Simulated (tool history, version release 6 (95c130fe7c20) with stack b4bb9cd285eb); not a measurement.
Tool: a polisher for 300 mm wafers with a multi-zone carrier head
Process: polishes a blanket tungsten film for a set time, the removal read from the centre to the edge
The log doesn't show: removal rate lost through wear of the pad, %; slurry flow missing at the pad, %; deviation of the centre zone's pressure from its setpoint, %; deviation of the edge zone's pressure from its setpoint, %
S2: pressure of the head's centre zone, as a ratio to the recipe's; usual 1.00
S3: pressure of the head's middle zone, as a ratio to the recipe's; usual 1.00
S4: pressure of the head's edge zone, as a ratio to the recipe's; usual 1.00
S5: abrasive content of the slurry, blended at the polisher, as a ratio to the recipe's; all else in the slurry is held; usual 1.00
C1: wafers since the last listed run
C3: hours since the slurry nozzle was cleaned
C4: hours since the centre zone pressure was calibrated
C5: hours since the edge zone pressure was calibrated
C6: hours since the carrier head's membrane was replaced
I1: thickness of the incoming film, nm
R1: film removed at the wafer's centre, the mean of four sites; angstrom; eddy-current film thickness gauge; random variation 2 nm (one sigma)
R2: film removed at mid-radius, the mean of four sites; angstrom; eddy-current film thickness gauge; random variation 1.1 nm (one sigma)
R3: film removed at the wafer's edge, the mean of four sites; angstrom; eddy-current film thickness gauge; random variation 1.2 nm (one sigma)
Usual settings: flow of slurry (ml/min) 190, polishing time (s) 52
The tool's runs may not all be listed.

Run 1, day 0.000: usual settings but polishing time (s) 61; C1 0; wafers polished on this pad 2313; C3 53.4; C4 995.1; C5 361.0; C6 456.1; I1 642.5. Result: R1 1546 angstrom, R2 1679 angstrom, R3 1599 angstrom.
At day 1.179: worn pad replaced by a new one.
Run 2, day 3.792: usual settings; C1 1198; wafers polished on this pad 863; C3 144.4; C4 1086.1; C5 452.0; C6 547.1; I1 644.2. Result: R1 1365 angstrom, R2 1529 angstrom, R3 1451 angstrom.
At day 5.408: edge zone pressure recalibrated.
Run 3, day 5.925: usual settings; C1 678; wafers polished on this pad 1541; C3 195.6; C4 1137.3; C5 12.4; C6 598.3; I1 634.8. Result: R1 1332 angstrom, R2 1478 angstrom, R3 1397 angstrom.
At day 9.383: worn pad replaced by a new one.
At day 9.542: carrier head's membrane replaced by a new one.
Run 4, day 9.704: usual settings but flow of slurry (ml/min) 160; C1 1142; wafers polished on this pad 53; C3 286.3; C4 1228.0; C5 103.1; C6 3.9; I1 638.0. Result: R1 1320 angstrom, R2 1475 angstrom, R3 1419 angstrom.
Run 5, day 11.642: usual settings; C1 640; wafers polished on this pad 694; C3 332.8; C4 1274.5; C5 149.6; C6 50.4; I1 637.9. Result: R1 1336 angstrom, R2 1499 angstrom, R3 1439 angstrom.
Run 6, day 15.662: usual settings; C1 1329; wafers polished on this pad 2024; C3 429.3; C4 1371.0; C5 246.1; C6 146.9; I1 642.5. Result: R1 1246 angstrom, R2 1441 angstrom, R3 1392 angstrom.
At day 17.546: worn pad replaced by a new one.
Run 7, day 17.638: usual settings; C1 598; wafers polished on this pad 30; C3 476.7; C4 1418.4; C5 293.5; C6 194.3; I1 630.7. Result: R1 1370 angstrom, R2 1533 angstrom, R3 1453 angstrom.
At day 20.342: centre zone pressure recalibrated.
Run 8, day 20.775: usual settings; C1 1010; wafers polished on this pad 1040; C3 552.0; C4 10.4; C5 368.8; C6 269.6; I1 645.3. Result: R1 1511 angstrom, R2 1514 angstrom, R3 1423 angstrom.
At day 23.496: edge zone pressure recalibrated.
Run 9, day 24.112: usual settings but flow of slurry (ml/min) 235, S2 0.93, S4 1.09, S5 1.25; C1 1076; wafers polished on this pad 2117; C3 632.1; C4 90.5; C5 14.8; C6 349.7; I1 634.1. Result: R1 1431 angstrom, R2 1547 angstrom, R3 1532 angstrom.
Run 10, day 25.967: usual settings but S2 1.05, S5 1.25; C1 613; wafers polished on this pad 2730; C3 676.6; C4 135.0; C5 59.3; C6 394.2; I1 631.7. Result: R1 1531 angstrom, R2 1457 angstrom, R3 1409 angstrom.
At day 26.858: slurry nozzle cleaned.
At day 27.725: worn pad replaced by a new one.
Run 11, day 30.296: usual settings but flow of slurry (ml/min) 145, S3 0.93; C1 1362; wafers polished on this pad 850; C3 82.5; C4 238.9; C5 163.2; C6 498.1; I1 642.3. Result: R1 1398 angstrom, R2 1377 angstrom, R3 1387 angstrom.
Run 12, day 32.854: usual settings; C1 846; wafers polished on this pad 1696; C3 143.9; C4 300.3; C5 224.6; C6 559.5; I1 645.4. Result: R1 1404 angstrom, R2 1456 angstrom, R3 1397 angstrom.
At day 33.262: carrier head's membrane replaced by a new one.
At day 35.829: worn pad replaced by a new one.
Run 13, day 37.046: usual settings but S4 1.04, S5 1.15; C1 1262; wafers polished on this pad 402; C3 244.5; C4 400.9; C5 325.2; C6 90.8; I1 646.7. Result: R1 1529 angstrom, R2 1589 angstrom, R3 1522 angstrom.
Run 14, day 39.812: usual settings; C1 915; wafers polished on this pad 1317; C3 310.9; C4 467.3; C5 391.6; C6 157.2; I1 642.8. Result: R1 1433 angstrom, R2 1481 angstrom, R3 1428 angstrom.
At day 41.667: edge zone pressure recalibrated.
Run 15, day 42.712: usual settings but flow of slurry (ml/min) 225, S3 0.96, S4 1.04; C1 931; wafers polished on this pad 2249; C3 380.5; C4 536.9; C5 25.1; C6 226.8; I1 650.2. Result: R1 1427 angstrom, R2 1403 angstrom, R3 1406 angstrom.
Run 16, day 44.896: usual settings but S3 1.12, S5 1.20, polishing time (s) 44; C1 722; wafers polished on this pad 2971; C3 432.9; C4 589.3; C5 77.5; C6 279.2; I1 643.2. Result: R1 1121 angstrom, R2 1319 angstrom, R3 1148 angstrom.

3 ways to go on from here, each from the tool as it stands after run 16. What would each give?
Run A, day 44.912: usual settings but S3 1.08; C1 5; wafers polished on this pad 2976; C3 433.3; C4 589.7; C5 77.9; C6 279.6; I1 639.7. Result: R1 ?, R2 ?, R3 ?.
Run B, day 44.912: usual settings but flow of slurry (ml/min) 205, S4 1.05; C1 5; wafers polished on this pad 2976; C3 433.3; C4 589.7; C5 77.9; C6 279.6; I1 639.7. Result: R1 ?, R2 ?, R3 ?.
Run C, day 44.912: usual settings but flow of slurry (ml/min) 245, polishing time (s) 46; C1 5; wafers polished on this pad 2976; C3 433.3; C4 589.7; C5 77.9; C6 279.6; I1 639.7. Result: R1 ?, R2 ?, R3 ?.

run    R1    R2    R3
  A  1282  1438  1277
  B  1294  1359  1305
  C  1169  1225  1154
Without the tool's hidden state the same runs would have given:
run    R1    R2    R3
  A  1480  1655  1469
  B  1494  1563  1502
  C  1350  1410  1328

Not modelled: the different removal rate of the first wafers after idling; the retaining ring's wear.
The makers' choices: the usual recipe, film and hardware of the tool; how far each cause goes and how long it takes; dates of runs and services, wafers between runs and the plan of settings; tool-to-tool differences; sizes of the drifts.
